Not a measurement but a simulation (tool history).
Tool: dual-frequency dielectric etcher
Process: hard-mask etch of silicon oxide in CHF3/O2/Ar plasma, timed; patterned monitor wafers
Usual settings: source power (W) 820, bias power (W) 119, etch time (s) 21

| run | day | source power (W) | bias power (W) | etch time (s) | read-back reference wafer on the same gauge, depth_nm | mean etch depth across the wafer (angstrom) |
|---|---|---|---|---|---|---|
| 1 | 0 | 820 | 119 | 21 | 40.74 | 411.2 |
| 2 | 2.821 | 820 | 119 | 21 | 40.7 | 410 |
|  | 6.342 | wet clean of the chamber |
| 3 | 8.35 | 820 | 119 | 21 | 40.68 | 414.7 |
| 4 | 11.704 | 820 | 119 | 21 | 40.68 | 417 |
| 5 | 13.288 | 820 | 119 | 24 | 40.71 | 479.9 |
| 6 | 16.767 | 820 | 119 | 24 | 40.69 | 469 |
| 7 | 21.238 | 900 | 119 | 21 | 40.72 | 422.2 |
|  | 22.012 | source power generator calibrated |
|  | 23.288 | bias power generator calibrated |
|  | 23.892 | wet clean of the chamber |
| 8 | 24.879 | 900 | 119 | 21 | 40.69 | 414 |
|  | 26.496 | upper electrode replaced |
| 9 | 27.746 | 900 | 119 | 21 | 40.77 | 410.4 |
| 10 | 31.846 | 750 | 142 | 24.5 | 40.73 | 474.8 |
| 11 | 35.771 | 820 | 119 | 15.5 | 40.7 | 287.5 |
|  | 37.692 | wet clean of the chamber, repeated, since the last time left the tool worse |
| 12 | 37.712 | 940 | 141 | 17.5 | 40.7 | 395.5 |
|  | 40.983 | gauge calibrated |
| 13 | 41.129 | 820 | 119 | 21 | 40.74 | 421.2 |
| 14 | 44.412 | 820 | 119 | 18 | 40.68 | 358 |
| 15 | 48.325 | 820 | 119 | 27 | 40.7 | 532 |
| 16 | 51.167 | 820 | 119 | 21 | 40.69 | 409.3 |
| 17 | 54.567 | 820 | 119 | 19 | 40.71 | 372.6 |
|  | 56.288 | wet clean of the chamber |
| 18 | 56.367 | 820 | 119 | 18.5 | 40.68 | 370.2 |
| 19 | 67.496 | 750 | 144 | 23.5 | 40.7 | 478.6 |

3 ways to go on from here, each from the tool as it stands after run 19. What would each give?
| A | 67.512 | 820 | 98 | 21 | ? | ? |
| B | 67.512 | 640 | 110 | 21 | ? | ? |
| C | 67.512 | 620 | 111 | 17.5 | ? | ? |

| run | read-back reference wafer on the same gauge, depth_nm | mean etch depth across the wafer (angstrom) |
|---|---|---|
| A | 40.72 | 381.4 |
| B | 40.72 | 364.4 |
| C | 40.72 | 301.4 |
Without the tool's hidden state the same runs would have given:
| run | mean etch depth across the wafer (angstrom) |
|---|---|
| A | 388.8 |
| B | 371.5 |
| C | 307.2 |
